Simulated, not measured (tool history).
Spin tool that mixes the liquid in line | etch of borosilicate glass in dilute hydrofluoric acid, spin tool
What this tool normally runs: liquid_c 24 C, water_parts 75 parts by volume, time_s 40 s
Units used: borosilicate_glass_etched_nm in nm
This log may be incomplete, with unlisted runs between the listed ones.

run	hour	liquid_c	water_parts	time_s	read-back film thickness of the borosilicate glass reference wafer, read on the same gauge (nm)	borosilicate_glass_etched_nm
1	0	24	75	40	140	20.67
2	10.3	24	75	40	140.02	20.46
3	16.8	24	75	40	140.01	20.59
4	25	24	75	40	140.01	20.5
5	40.1	24	55	30	140	21.35
6	51.6	24	55	30	139.99	21.55
7	62.5	24	55	30	140.01	21.38
8	72.8	24	75	25	140	12.86
9	89.4	24	75	40	140	20.63
10	135.7	24	75	40	140	20.69
# hour 140.4: thermometer replaced
11	142.6	24	75	40	140	20.75
12	148.7	24	75	35	140	18.09
13	166.3	24	65	40	140.01	24.14
14	180.4	24	65	40	139.99	23.99
15	190.9	24	75	40	140.01	20.8
16	204.2	20.5	75	40	139.99	17.91
17	212.8	24	75	40	140	20.77
18	225.2	24	60	40	140.01	26.52
19	235.7	24	75	40	139.99	20.69
20	244.8	28	105	50	140	21.06
21	255.5	22	40	20	140.02	18.67
# hour 258.9: hydrofluoric acid flow meter replaced
22	265.5	28	60	55	139.99	37.3
23	273.3	19	45	35	139.99	22.19
# hour 274.6: gauge calibrated
24	282.8	24	90	40	140.01	14.79
25	296.2	24	75	40	140.01	18.12
26	313.4	27.5	75	60	140	31.39
27	351.5	27	90	40	139.99	16.58
28	367.8	24	75	40	139.99	18.12

What if the next run were any one of these 3? Each begins from the tool's condition after run 28:
A	368.2	24	75	40	?	?
B	368.2	25.5	75	40	?	?
C	368.2	22.5	75	15	?	?

run	read-back film thickness of the borosilicate glass reference wafer, read on the same gauge (nm)	borosilicate_glass_etched_nm
A	139.99	18.3
B	139.99	19.43
C	139.99	6.46
The same runs, with their run-to-run variation unchanged, on a tool lacking any hidden condition would have given:
run	borosilicate_glass_etched_nm
A	17.99
B	19.11
C	6.35

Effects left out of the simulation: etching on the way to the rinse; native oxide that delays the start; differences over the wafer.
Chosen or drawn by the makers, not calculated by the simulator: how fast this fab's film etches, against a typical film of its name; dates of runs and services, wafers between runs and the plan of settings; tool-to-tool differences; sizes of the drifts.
